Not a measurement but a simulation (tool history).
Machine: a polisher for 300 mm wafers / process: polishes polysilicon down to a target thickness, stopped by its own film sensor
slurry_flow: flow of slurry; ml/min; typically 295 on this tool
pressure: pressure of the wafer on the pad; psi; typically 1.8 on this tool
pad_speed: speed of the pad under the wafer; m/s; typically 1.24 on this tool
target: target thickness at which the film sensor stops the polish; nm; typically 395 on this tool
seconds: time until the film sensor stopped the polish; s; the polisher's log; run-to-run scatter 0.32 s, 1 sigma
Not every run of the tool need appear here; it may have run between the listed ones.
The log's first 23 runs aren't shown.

| run | hour | slurry_flow | pressure | pad_speed | target | incoming thickness of the incoming film, nm | seconds |
|---|---|---|---|---|---|---|---|
| 24 | 324.7 | 240 | 2.1 | 1.66 | 344 | 647.4 | 30.1 |
| 25 | 341.0 | 200 | 1.8 | 1.00 | 330 | 635.0 | 59.7 |
| 26 | 358.0 | 350 | 2.2 | 0.86 | 327 | 635.8 | 54.8 |
|  | 366.6 | worn pad replaced by a new one |
| 27 | 374.9 | 295 | 1.8 | 1.24 | 395 | 636.0 | 37.0 |
| 28 | 391.5 | 210 | 2.0 | 1.60 | 425 | 651.9 | 25.6 |
| 29 | 406.5 | 295 | 1.8 | 1.12 | 395 | 645.2 | 42.8 |
| 30 | 412.9 | 350 | 2.0 | 0.98 | 395 | 636.1 | 42.0 |
| 31 | 426.9 | 295 | 1.8 | 1.54 | 395 | 645.6 | 31.6 |
| 32 | 438.5 | 295 | 1.8 | 1.24 | 395 | 647.7 | 39.9 |
| 33 | 453.0 | 295 | 2.2 | 1.40 | 477 | 650.3 | 19.8 |
| 34 | 468.1 | 245 | 1.8 | 1.24 | 395 | 639.7 | 39.8 |
| 35 | 483.3 | 295 | 2.2 | 0.86 | 395 | 642.0 | 47.1 |
|  | 499.6 | worn pad replaced by a new one |
| 36 | 500.1 | 250 | 1.8 | 1.36 | 395 | 638.3 | 36.5 |
| 37 | 512.6 | 295 | 1.8 | 1.24 | 395 | 631.1 | 38.1 |
| 38 | 521.6 | 295 | 1.8 | 1.24 | 395 | 643.9 | 40.9 |

Predict each of these 3 candidate next runs independently; none follows another, all start after run 38:
| A | 522.0 | 295 | 1.8 | 1.24 | 395 | 650.6 | ? |
| B | 522.0 | 325 | 2.3 | 1.36 | 336 | 650.6 | ? |
| C | 522.0 | 295 | 1.8 | 1.04 | 395 | 650.6 | ? |

| run | seconds |
|---|---|
| A | 42.4 |
| B | 36.8 |
| C | 50.5 |
What these runs would have given with no unlogged condition in the tool:
| run | seconds |
|---|---|
| A | 38.4 |
| B | 33.5 |
| C | 45.8 |

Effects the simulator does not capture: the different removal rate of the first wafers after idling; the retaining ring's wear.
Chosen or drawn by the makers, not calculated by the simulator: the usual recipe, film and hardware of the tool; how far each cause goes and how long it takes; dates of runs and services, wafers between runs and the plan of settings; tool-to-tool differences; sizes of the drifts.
